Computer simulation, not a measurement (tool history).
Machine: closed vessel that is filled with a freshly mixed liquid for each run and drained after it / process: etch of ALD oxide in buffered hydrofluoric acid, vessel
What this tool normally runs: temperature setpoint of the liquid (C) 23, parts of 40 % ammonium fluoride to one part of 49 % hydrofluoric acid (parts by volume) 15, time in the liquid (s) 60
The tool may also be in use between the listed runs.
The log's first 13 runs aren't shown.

run    hour  temperature setpoint of the liquid (C)  parts of 40 % ammonium fluoride to one part of 49 % hydrofluoric acid (parts by volume)  time in the liquid (s)  wafers since the last listed run  hours since the thermometer was replaced  hours since the hydrofluoric acid flow meter was replaced  hours since the gauge calibration  read-back film thickness of the ALD oxide reference wafer, read on the same gauge (nm)  thickness taken off the ALD oxide on a monitor wafer (nm)
 14   905.2                                      23                                                                                       15                      60                             15654                                    1386.3                                                       1328                             2914.7                                                                                  149.98                                                      72.36
 15     972                                      20                                                                                       11                      85                              9846                                    1453.1                                                     1394.8                             2981.5                                                                                  149.97                                                     117.37
 16  1030.7                                    25.5                                                                                       12                      60                              8652                                    1511.8                                                     1453.5                             3040.2                                                                                  150.04                                                     105.11
 17  1067.5                                      23                                                                                       15                      60                              5424                                    1548.6                                                     1490.3                               3077                                                                                     150                                                      72.97
 18  1310.5                                      20                                                                                     20.5                      60                             35818                                    1791.6                                                     1733.3                               3320                                                                                  149.97                                                      46.55
 19  1399.1                                      23                                                                                     17.5                      60                             13059                                    1880.2                                                     1821.9                             3408.6                                                                                  149.98                                                      62.96
     1401.5  -- thermometer replaced
 20  1658.3                                    27.5                                                                                       15                      45                             38059                                     256.8                                                     2081.1                             3667.8                                                                                  149.99                                                      67.76
     1688.7  -- hydrofluoric acid flow meter replaced
 21    1752                                      25                                                                                       15                      30                             13664                                     350.5                                                       63.3                             3761.5                                                                                  150.01                                                      39.72

Predict the results of run 22:
 22  2016.6                                      23                                                                                     19.5                      75                             39002                                     615.1                                                      327.9                             4026.1                                                                                       ?                                                          ?

Logged for run 22: read-back film thickness of the ALD oxide reference wafer, read on the same gauge (nm) 149.97, thickness taken off the ALD oxide on a monitor wafer (nm) 70.07.
Were there no unlogged condition in the tool, this run, its random variation unchanged, would have produced thickness taken off the ALD oxide on a monitor wafer (nm) 66.5.
